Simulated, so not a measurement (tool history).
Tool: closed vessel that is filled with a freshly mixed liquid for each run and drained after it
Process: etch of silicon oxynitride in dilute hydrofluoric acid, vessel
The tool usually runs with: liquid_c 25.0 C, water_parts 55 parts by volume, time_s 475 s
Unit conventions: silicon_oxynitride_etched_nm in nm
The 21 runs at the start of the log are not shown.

run     day  liquid_c  water_parts  time_s  wafers since the last listed run  hours since the thermometer was replaced  hours since the hydrofluoric acid flow meter was replaced  hours since the gauge calibration  read-back film thickness of the silicon oxynitride reference wafer, read on the same gauge (nm)  silicon_oxynitride_etched_nm
     12.612  -- hydrofluoric acid flow meter replaced, repeated, since the last time left the tool worse
     12.717  -- thermometer replaced
 22  12.921      26.5           35     475                               647                                       4.9                                                        7.4                              225.4                                                                                            60.01                         65.21
 23  13.342      23.5           55     570                               611                                      15.0                                                       17.5                              235.5                                                                                            59.99                         41.70
 24  13.896      29.0           30     370                               805                                      28.3                                                       30.8                              248.8                                                                                            59.98                         67.71
 25  14.425      25.0           35     475                               768                                      41.0                                                       43.5                              261.5                                                                                            59.99                         60.97
 26  15.158      27.5           40     750                              1065                                      58.6                                                       61.1                              279.1                                                                                            60.04                         94.05
 27  15.479      28.0           75     625                               466                                      66.3                                                       68.8                              286.8                                                                                            59.98                         41.29
 28  15.871      23.5           55     575                               569                                      75.7                                                       78.2                              296.2                                                                                            60.00                         43.07
 29  16.562      22.0           45     210                              1005                                      92.3                                                       94.8                              312.8                                                                                            59.99                         17.56
 30  17.217      25.0           55     255                               950                                     108.0                                                      110.5                              328.5                                                                                            59.99                         20.35
 31  17.825      25.0           55     685                               884                                     122.6                                                      125.1                              343.1                                                                                            59.98                         53.78
 32  18.379      29.0           30     370                               805                                     135.9                                                      138.4                              356.4                                                                                            59.98                         66.50

What if the next run were any one of these 5? Each begins from the tool's condition after run 32:
  A  18.412      25.0           55     395                                48                                     136.7                                                      139.2                              357.2                                                                                                ?                             ?
  B  18.412      23.5           80     475                                48                                     136.7                                                      139.2                              357.2                                                                                                ?                             ?
  C  18.412      29.0           80     475                                48                                     136.7                                                      139.2                              357.2                                                                                                ?                             ?
  D  18.412      29.0           70     475                                48                                     136.7                                                      139.2                              357.2                                                                                                ?                             ?
  E  18.412      27.5           55     245                                48                                     136.7                                                      139.2                              357.2                                                                                                ?                             ?

run  read-back film thickness of the silicon oxynitride reference wafer, read on the same gauge (nm)  silicon_oxynitride_etched_nm
  A                                                                                            59.99                         31.86
  B                                                                                            59.99                         23.99
  C                                                                                            59.99                         31.05
  D                                                                                            59.99                         35.85
  E                                                                                            59.99                         22.27
Without the tool's unlogged condition, the same runs would have read:
run  silicon_oxynitride_etched_nm
  A                         32.15
  B                         24.21
  C                         31.34
  D                         36.18
  E                         22.47
